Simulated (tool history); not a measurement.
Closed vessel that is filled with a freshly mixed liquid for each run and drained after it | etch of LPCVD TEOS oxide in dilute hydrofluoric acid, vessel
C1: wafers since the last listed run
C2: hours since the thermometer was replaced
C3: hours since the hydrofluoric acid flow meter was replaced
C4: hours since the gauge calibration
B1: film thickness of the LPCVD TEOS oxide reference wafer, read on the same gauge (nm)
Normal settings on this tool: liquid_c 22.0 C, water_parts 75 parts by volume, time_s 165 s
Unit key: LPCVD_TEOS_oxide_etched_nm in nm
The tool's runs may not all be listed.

{"run": 1, "hour": 0.0, "liquid_c": 22.0, "water_parts": 45, "time_s": 165, "C1": 0, "C2": 1715.5, "C3": 1042.4, "C4": 695.5, "B1": 29.98, "LPCVD_TEOS_oxide_etched_nm": 68.33}
{"run": 2, "hour": 31.9, "liquid_c": 22.0, "water_parts": 45, "time_s": 165, "C1": 1982, "C2": 1747.4, "C3": 1074.3, "C4": 727.4, "B1": 30.03, "LPCVD_TEOS_oxide_etched_nm": 67.88}
{"run": 3, "hour": 57.2, "liquid_c": 22.0, "water_parts": 45, "time_s": 165, "C1": 1572, "C2": 1772.7, "C3": 1099.6, "C4": 752.7, "B1": 30.02, "LPCVD_TEOS_oxide_etched_nm": 67.14}
{"run": 4, "hour": 105.5, "liquid_c": 22.0, "water_parts": 75, "time_s": 165, "C1": 3001, "C2": 1821.0, "C3": 1147.9, "C4": 801.0, "B1": 30.03, "LPCVD_TEOS_oxide_etched_nm": 39.02}
{"run": 5, "hour": 135.8, "liquid_c": 22.0, "water_parts": 75, "time_s": 165, "C1": 1883, "C2": 1851.3, "C3": 1178.2, "C4": 831.3, "B1": 29.96, "LPCVD_TEOS_oxide_etched_nm": 38.57}
{"run": 6, "hour": 180.2, "liquid_c": 22.0, "water_parts": 75, "time_s": 165, "C1": 2759, "C2": 1895.7, "C3": 1222.6, "C4": 875.7, "B1": 29.96, "LPCVD_TEOS_oxide_etched_nm": 39.14}
{"run": 7, "hour": 217.6, "liquid_c": 22.0, "water_parts": 75, "time_s": 165, "C1": 2324, "C2": 1933.1, "C3": 1260.0, "C4": 913.1, "B1": 30.0, "LPCVD_TEOS_oxide_etched_nm": 38.82}
{"run": 8, "hour": 261.0, "liquid_c": 22.0, "water_parts": 75, "time_s": 165, "C1": 2697, "C2": 1976.5, "C3": 1303.4, "C4": 956.5, "B1": 30.02, "LPCVD_TEOS_oxide_etched_nm": 38.92}
{"run": 9, "hour": 317.1, "liquid_c": 22.0, "water_parts": 75, "time_s": 165, "C1": 3486, "C2": 2032.6, "C3": 1359.5, "C4": 1012.6, "B1": 30.0, "LPCVD_TEOS_oxide_etched_nm": 39.27}
{"run": 10, "hour": 351.2, "liquid_c": 26.0, "water_parts": 75, "time_s": 165, "C1": 2119, "C2": 2066.7, "C3": 1393.6, "C4": 1046.7, "B1": 30.05, "LPCVD_TEOS_oxide_etched_nm": 46.51}
{"run": 11, "hour": 416.7, "liquid_c": 22.0, "water_parts": 75, "time_s": 210, "C1": 4070, "C2": 2132.2, "C3": 1459.1, "C4": 1112.2, "B1": 30.04, "LPCVD_TEOS_oxide_etched_nm": 49.67}
{"run": 12, "hour": 458.1, "liquid_c": 20.0, "water_parts": 75, "time_s": 130, "C1": 2573, "C2": 2173.6, "C3": 1500.5, "C4": 1153.6, "B1": 30.02, "LPCVD_TEOS_oxide_etched_nm": 28.69}
{"hour": 482.0, "done": "hydrofluoric acid flow meter replaced"}
{"run": 13, "hour": 522.3, "liquid_c": 20.0, "water_parts": 75, "time_s": 130, "C1": 3927, "C2": 2237.8, "C3": 40.3, "C4": 1217.8, "B1": 30.0, "LPCVD_TEOS_oxide_etched_nm": 29.86}
{"run": 14, "hour": 579.7, "liquid_c": 20.0, "water_parts": 75, "time_s": 130, "C1": 3567, "C2": 2295.2, "C3": 97.7, "C4": 1275.2, "B1": 29.97, "LPCVD_TEOS_oxide_etched_nm": 29.44}
{"hour": 625.8, "done": "thermometer replaced"}
{"run": 15, "hour": 634.6, "liquid_c": 22.0, "water_parts": 75, "time_s": 165, "C1": 3349, "C2": 8.8, "C3": 152.6, "C4": 1330.1, "B1": 30.0, "LPCVD_TEOS_oxide_etched_nm": 41.26}
{"run": 16, "hour": 661.2, "liquid_c": 22.0, "water_parts": 65, "time_s": 165, "C1": 1653, "C2": 35.4, "C3": 179.2, "C4": 1356.7, "B1": 30.03, "LPCVD_TEOS_oxide_etched_nm": 47.96}
{"run": 17, "hour": 686.6, "liquid_c": 22.0, "water_parts": 75, "time_s": 130, "C1": 1578, "C2": 60.8, "C3": 204.6, "C4": 1382.1, "B1": 29.98, "LPCVD_TEOS_oxide_etched_nm": 31.83}
{"run": 18, "hour": 713.4, "liquid_c": 22.0, "water_parts": 75, "time_s": 165, "C1": 1665, "C2": 87.6, "C3": 231.4, "C4": 1408.9, "B1": 30.02, "LPCVD_TEOS_oxide_etched_nm": 41.22}
{"hour": 740.3, "done": "hydrofluoric acid flow meter replaced, repeated, since the last time left the tool worse"}
{"run": 19, "hour": 766.9, "liquid_c": 22.0, "water_parts": 55, "time_s": 195, "C1": 3262, "C2": 141.1, "C3": 26.6, "C4": 1462.4, "B1": 29.99, "LPCVD_TEOS_oxide_etched_nm": 61.26}
{"hour": 893.9, "done": "gauge calibrated"}
{"run": 20, "hour": 940.8, "liquid_c": 22.0, "water_parts": 75, "time_s": 165, "C1": 10808, "C2": 315.0, "C3": 200.5, "C4": 46.9, "B1": 30.04, "LPCVD_TEOS_oxide_etched_nm": 37.37}
{"run": 21, "hour": 967.7, "liquid_c": 22.0, "water_parts": 75, "time_s": 165, "C1": 1671, "C2": 341.9, "C3": 227.4, "C4": 73.8, "B1": 29.97, "LPCVD_TEOS_oxide_etched_nm": 37.71}
{"run": 22, "hour": 1005.9, "liquid_c": 22.0, "water_parts": 75, "time_s": 165, "C1": 2374, "C2": 380.1, "C3": 265.6, "C4": 112.0, "B1": 29.98, "LPCVD_TEOS_oxide_etched_nm": 37.55}
{"run": 23, "hour": 1036.5, "liquid_c": 22.0, "water_parts": 75, "time_s": 190, "C1": 1901, "C2": 410.7, "C3": 296.2, "C4": 142.6, "B1": 30.01, "LPCVD_TEOS_oxide_etched_nm": 43.37}
{"run": 24, "hour": 1081.5, "liquid_c": 22.0, "water_parts": 75, "time_s": 165, "C1": 2796, "C2": 455.7, "C3": 341.2, "C4": 187.6, "B1": 30.02, "LPCVD_TEOS_oxide_etched_nm": 37.76}
{"run": 25, "hour": 1107.0, "liquid_c": 25.0, "water_parts": 55, "time_s": 100, "C1": 1584, "C2": 481.2, "C3": 366.7, "C4": 213.1, "B1": 30.05, "LPCVD_TEOS_oxide_etched_nm": 36.69}
{"run": 26, "hour": 1157.0, "liquid_c": 26.5, "water_parts": 45, "time_s": 195, "C1": 3107, "C2": 531.2, "C3": 416.7, "C4": 263.1, "B1": 30.0, "LPCVD_TEOS_oxide_etched_nm": 92.72}
{"run": 27, "hour": 1337.8, "liquid_c": 22.0, "water_parts": 90, "time_s": 250, "C1": 11236, "C2": 712.0, "C3": 597.5, "C4": 443.9, "B1": 29.96, "LPCVD_TEOS_oxide_etched_nm": 47.21}
{"run": 28, "hour": 1390.4, "liquid_c": 22.0, "water_parts": 40, "time_s": 165, "C1": 3269, "C2": 764.6, "C3": 650.1, "C4": 496.5, "B1": 30.01, "LPCVD_TEOS_oxide_etched_nm": 75.65}
{"run": 29, "hour": 1529.8, "liquid_c": 17.5, "water_parts": 75, "time_s": 65, "C1": 8663, "C2": 904.0, "C3": 789.5, "C4": 635.9, "B1": 30.04, "LPCVD_TEOS_oxide_etched_nm": 12.43}
{"run": 30, "hour": 1569.1, "liquid_c": 19.0, "water_parts": 75, "time_s": 100, "C1": 2442, "C2": 943.3, "C3": 828.8, "C4": 675.2, "B1": 30.02, "LPCVD_TEOS_oxide_etched_nm": 20.53}

For some of the steps in LPCVD_TEOS_oxide_etched_nm from one run to the next: how much would appear even if the tool had no hidden state, given the settings, what came in and random variation, and how much remains for the hidden state plus any gauge scatter that the measured result and the result without hidden state don't share?
Unlogged tool condition in this case: liquid colder than its thermometer reads (K); hydrofluoric acid flow above the setpoint (%); gauge reads high (%).
Run 16 -> 17: water_parts 65 -> 75, time_s 165 -> 130. LPCVD_TEOS_oxide_etched_nm -16.13 nm: hidden state -1.45, all else -14.68.
Run 18 -> 19: water_parts 75 -> 55, time_s 165 -> 195, hydrofluoric acid flow meter replaced, repeated, since the last time left the tool worse. LPCVD_TEOS_oxide_etched_nm +20.04 nm: hidden state -3.69, all else +23.73.
Run 25 -> 26: liquid_c 25.0 -> 26.5, water_parts 55 -> 45, time_s 100 -> 195. LPCVD_TEOS_oxide_etched_nm +56.03 nm: hidden state +1.07, all else +54.96.
Run 26 -> 27: liquid_c 26.5 -> 22.0, water_parts 45 -> 90, time_s 195 -> 250. LPCVD_TEOS_oxide_etched_nm -45.51 nm: hidden state -0.47, all else -45.04.
Run 28 -> 29: liquid_c 22.0 -> 17.5, water_parts 40 -> 75, time_s 165 -> 65. LPCVD_TEOS_oxide_etched_nm -63.22 nm: hidden state -1.58, all else -61.64.

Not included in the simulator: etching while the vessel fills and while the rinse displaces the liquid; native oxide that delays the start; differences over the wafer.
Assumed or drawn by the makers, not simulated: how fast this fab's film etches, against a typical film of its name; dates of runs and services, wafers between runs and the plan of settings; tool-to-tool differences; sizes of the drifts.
